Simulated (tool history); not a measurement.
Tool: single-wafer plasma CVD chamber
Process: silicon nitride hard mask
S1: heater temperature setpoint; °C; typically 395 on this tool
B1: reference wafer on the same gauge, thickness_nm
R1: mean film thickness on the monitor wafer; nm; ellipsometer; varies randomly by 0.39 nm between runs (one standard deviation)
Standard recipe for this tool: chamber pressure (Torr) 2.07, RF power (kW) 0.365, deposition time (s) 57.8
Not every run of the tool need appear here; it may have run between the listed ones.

run 1 hour=0.0 | S1=404 chamber_pressure_(Torr)=2.07 RF_power_(kW)=0.365 deposition_time_(s)=57.8 | B1=96.290 | R1=85.317
-- hour=73.6 showerhead replaced
run 2 hour=99.9 | S1=404 chamber_pressure_(Torr)=2.07 RF_power_(kW)=0.365 deposition_time_(s)=57.8 | B1=96.187 | R1=85.578
run 3 hour=137.8 | S1=395 chamber_pressure_(Torr)=2.07 RF_power_(kW)=0.365 deposition_time_(s)=57.8 | B1=96.311 | R1=84.478
run 4 hour=198.6 | S1=395 chamber_pressure_(Torr)=2.07 RF_power_(kW)=0.365 deposition_time_(s)=57.8 | B1=96.304 | R1=85.106
run 5 hour=296.9 | S1=395 chamber_pressure_(Torr)=2.07 RF_power_(kW)=0.365 deposition_time_(s)=57.8 | B1=96.176 | R1=84.849
run 6 hour=335.9 | S1=395 chamber_pressure_(Torr)=2.07 RF_power_(kW)=0.365 deposition_time_(s)=57.8 | B1=96.460 | R1=85.356
run 7 hour=410.8 | S1=395 chamber_pressure_(Torr)=2.07 RF_power_(kW)=0.365 deposition_time_(s)=57.8 | B1=96.164 | R1=84.613
-- hour=492.4 capacitance manometer re-zeroed and calibrated
-- hour=493.0 thermocouple changed; heater temperature recalibrated
run 8 hour=493.5 | S1=395 chamber_pressure_(Torr)=2.07 RF_power_(kW)=0.365 deposition_time_(s)=57.8 | B1=96.195 | R1=85.807
run 9 hour=700.9 | S1=395 chamber_pressure_(Torr)=2.07 RF_power_(kW)=0.365 deposition_time_(s)=57.8 | B1=96.087 | R1=84.877
run 10 hour=738.2 | S1=404 chamber_pressure_(Torr)=2.07 RF_power_(kW)=0.340 deposition_time_(s)=57.8 | B1=96.312 | R1=81.978
run 11 hour=776.9 | S1=395 chamber_pressure_(Torr)=2.07 RF_power_(kW)=0.300 deposition_time_(s)=53.8 | B1=96.224 | R1=72.455
run 12 hour=838.1 | S1=395 chamber_pressure_(Torr)=2.07 RF_power_(kW)=0.365 deposition_time_(s)=57.8 | B1=96.114 | R1=85.090
run 13 hour=939.2 | S1=395 chamber_pressure_(Torr)=1.73 RF_power_(kW)=0.365 deposition_time_(s)=57.8 | B1=96.180 | R1=80.091
run 14 hour=1039.8 | S1=395 chamber_pressure_(Torr)=2.07 RF_power_(kW)=0.400 deposition_time_(s)=57.8 | B1=96.179 | R1=88.015
run 15 hour=1083.4 | S1=395 chamber_pressure_(Torr)=2.07 RF_power_(kW)=0.365 deposition_time_(s)=57.8 | B1=96.170 | R1=84.631
run 16 hour=1130.7 | S1=395 chamber_pressure_(Torr)=1.63 RF_power_(kW)=0.365 deposition_time_(s)=57.8 | B1=96.234 | R1=79.039
-- hour=1172.7 gauge calibrated
run 17 hour=1241.7 | S1=395 chamber_pressure_(Torr)=2.24 RF_power_(kW)=0.365 deposition_time_(s)=57.8 | B1=96.254 | R1=87.145
run 18 hour=1290.4 | S1=407 chamber_pressure_(Torr)=2.36 RF_power_(kW)=0.345 deposition_time_(s)=63.6 | B1=96.220 | R1=93.843
run 19 hour=1463.4 | S1=395 chamber_pressure_(Torr)=2.07 RF_power_(kW)=0.365 deposition_time_(s)=57.8 | B1=96.028 | R1=85.078
-- hour=1513.4 RF generator calibrated
run 20 hour=1537.3 | S1=395 chamber_pressure_(Torr)=2.54 RF_power_(kW)=0.310 deposition_time_(s)=57.8 | B1=96.299 | R1=85.706
run 21 hour=1583.9 | S1=395 chamber_pressure_(Torr)=2.07 RF_power_(kW)=0.365 deposition_time_(s)=57.8 | B1=96.100 | R1=87.693
run 22 hour=1641.5 | S1=395 chamber_pressure_(Torr)=1.59 RF_power_(kW)=0.365 deposition_time_(s)=57.8 | B1=96.178 | R1=80.346
run 23 hour=1735.5 | S1=395 chamber_pressure_(Torr)=2.07 RF_power_(kW)=0.365 deposition_time_(s)=57.8 | B1=96.179 | R1=86.494
run 24 hour=1774.8 | S1=395 chamber_pressure_(Torr)=2.07 RF_power_(kW)=0.365 deposition_time_(s)=57.8 | B1=96.318 | R1=86.372
run 25 hour=1873.8 | S1=395 chamber_pressure_(Torr)=1.89 RF_power_(kW)=0.365 deposition_time_(s)=57.8 | B1=96.214 | R1=83.797
run 26 hour=1986.2 | S1=410 chamber_pressure_(Torr)=2.07 RF_power_(kW)=0.410 deposition_time_(s)=53.9 | B1=96.116 | R1=83.979
-- hour=2056.3 capacitance manometer re-zeroed and calibrated
run 27 hour=2292.0 | S1=405 chamber_pressure_(Torr)=2.07 RF_power_(kW)=0.365 deposition_time_(s)=67.3 | B1=96.244 | R1=98.324
run 28 hour=2387.1 | S1=409 chamber_pressure_(Torr)=2.29 RF_power_(kW)=0.395 deposition_time_(s)=64.2 | B1=96.068 | R1=100.425

Forecast run 29:
run 29 hour=2426.1 | S1=402 chamber_pressure_(Torr)=1.57 RF_power_(kW)=0.325 deposition_time_(s)=48.8 | B1=? | R1=?

B1: 96.163
R1: 62.380 nm
Without the tool's hidden state the same run would have given R1 64.554 nm.
